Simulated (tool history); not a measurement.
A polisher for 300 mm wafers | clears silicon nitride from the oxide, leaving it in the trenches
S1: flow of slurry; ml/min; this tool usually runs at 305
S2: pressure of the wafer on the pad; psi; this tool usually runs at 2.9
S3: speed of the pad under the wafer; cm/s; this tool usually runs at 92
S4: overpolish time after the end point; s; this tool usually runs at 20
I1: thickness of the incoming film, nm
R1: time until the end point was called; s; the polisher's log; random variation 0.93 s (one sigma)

{"run": 1, "day": 0.0, "S1": 370, "S2": 2.9, "S3": 92, "S4": 20, "I1": 71.4, "R1": 73.9}
{"day": 0.754, "done": "worn pad replaced by a new one"}
{"run": 2, "day": 1.571, "S1": 305, "S2": 2.9, "S3": 92, "S4": 20, "I1": 69.1, "R1": 70.8}
{"run": 3, "day": 3.912, "S1": 305, "S2": 2.9, "S3": 92, "S4": 20, "I1": 70.9, "R1": 73.4}
{"day": 5.079, "done": "slurry nozzle cleaned"}
{"run": 4, "day": 6.2, "S1": 305, "S2": 2.9, "S3": 76, "S4": 28, "I1": 69.4, "R1": 87.7}
{"run": 5, "day": 9.762, "S1": 305, "S2": 2.9, "S3": 92, "S4": 20, "I1": 70.8, "R1": 72.6}
{"run": 6, "day": 11.821, "S1": 305, "S2": 2.9, "S3": 92, "S4": 20, "I1": 69.5, "R1": 71.4}
{"day": 16.846, "done": "worn pad replaced by a new one"}
{"run": 7, "day": 19.917, "S1": 305, "S2": 3.2, "S3": 92, "S4": 20, "I1": 70.9, "R1": 68.3}
{"day": 20.729, "done": "slurry nozzle cleaned"}
{"run": 8, "day": 23.479, "S1": 305, "S2": 3.2, "S3": 92, "S4": 20, "I1": 70.3, "R1": 68.7}
{"day": 27.204, "done": "head pressure recalibrated"}
{"run": 9, "day": 27.446, "S1": 305, "S2": 3.2, "S3": 92, "S4": 20, "I1": 71.0, "R1": 67.6}
{"run": 10, "day": 29.267, "S1": 305, "S2": 2.4, "S3": 92, "S4": 20, "I1": 71.6, "R1": 86.0}
{"day": 32.338, "done": "worn pad replaced by a new one"}
{"run": 11, "day": 33.225, "S1": 305, "S2": 2.9, "S3": 92, "S4": 20, "I1": 69.9, "R1": 71.0}
{"run": 12, "day": 34.975, "S1": 305, "S2": 2.9, "S3": 92, "S4": 20, "I1": 69.3, "R1": 72.7}
{"day": 36.696, "done": "slurry nozzle cleaned"}
{"run": 13, "day": 38.312, "S1": 305, "S2": 2.9, "S3": 92, "S4": 20, "I1": 71.1, "R1": 74.6}
{"run": 14, "day": 42.492, "S1": 305, "S2": 3.6, "S3": 92, "S4": 15, "I1": 69.5, "R1": 60.7}
{"run": 15, "day": 45.246, "S1": 305, "S2": 2.9, "S3": 92, "S4": 20, "I1": 69.3, "R1": 71.2}
{"run": 16, "day": 47.3, "S1": 305, "S2": 2.9, "S3": 92, "S4": 26, "I1": 69.2, "R1": 71.2}
{"run": 17, "day": 49.854, "S1": 205, "S2": 3.9, "S3": 104, "S4": 20, "I1": 70.6, "R1": 53.1}
{"day": 50.625, "done": "worn pad replaced by a new one"}
{"day": 51.921, "done": "slurry nozzle cleaned"}
{"run": 18, "day": 53.188, "S1": 305, "S2": 2.2, "S3": 82, "S4": 20, "I1": 70.3, "R1": 96.4}
{"run": 19, "day": 56.296, "S1": 250, "S2": 2.9, "S3": 114, "S4": 25, "I1": 71.3, "R1": 61.3}
{"day": 57.883, "done": "head pressure recalibrated"}
{"run": 20, "day": 60.746, "S1": 305, "S2": 2.0, "S3": 92, "S4": 10, "I1": 69.8, "R1": 91.5}
{"run": 21, "day": 65.008, "S1": 245, "S2": 3.2, "S3": 102, "S4": 13, "I1": 69.4, "R1": 61.9}
{"day": 69.029, "done": "slurry nozzle cleaned"}
{"day": 69.038, "done": "worn pad replaced by a new one"}
{"run": 22, "day": 69.821, "S1": 330, "S2": 3.3, "S3": 92, "S4": 24, "I1": 71.4, "R1": 67.5}
{"run": 23, "day": 72.475, "S1": 305, "S2": 2.9, "S3": 92, "S4": 20, "I1": 69.8, "R1": 71.1}
{"run": 24, "day": 76.629, "S1": 305, "S2": 2.9, "S3": 66, "S4": 20, "I1": 69.5, "R1": 96.8}
{"run": 25, "day": 79.946, "S1": 220, "S2": 2.0, "S3": 72, "S4": 26, "I1": 71.5, "R1": 123.4}
{"run": 26, "day": 83.417, "S1": 305, "S2": 2.9, "S3": 92, "S4": 20, "I1": 70.3, "R1": 72.0}
{"run": 27, "day": 85.25, "S1": 305, "S2": 2.9, "S3": 92, "S4": 20, "I1": 70.7, "R1": 72.5}
{"run": 28, "day": 86.783, "S1": 355, "S2": 2.5, "S3": 92, "S4": 20, "I1": 70.7, "R1": 80.0}
{"day": 87.379, "done": "head pressure recalibrated"}
{"day": 87.483, "done": "worn pad replaced by a new one"}
{"day": 88.758, "done": "slurry nozzle cleaned"}
{"run": 29, "day": 89.446, "S1": 235, "S2": 2.9, "S3": 92, "S4": 20, "I1": 69.6, "R1": 72.2}

Consider 3 possible next runs. They are alternatives, not a sequence: every one starts from the tool as it was left by run 29. What does each give?
{"run": "A", "day": 89.467, "S1": 305, "S2": 2.2, "S3": 92, "S4": 20, "I1": 70.4, "R1": "?"}
{"run": "B", "day": 89.467, "S1": 305, "S2": 2.9, "S3": 74, "S4": 28, "I1": 70.4, "R1": "?"}
{"run": "C", "day": 89.467, "S1": 305, "S2": 2.9, "S3": 92, "S4": 10, "I1": 70.4, "R1": "?"}

run=A R1=87.5
run=B R1=88.9
run=C R1=72.4
What these runs would have given with no unlogged condition in the tool:
run=A R1=87.5
run=B R1=88.9
run=C R1=72.4
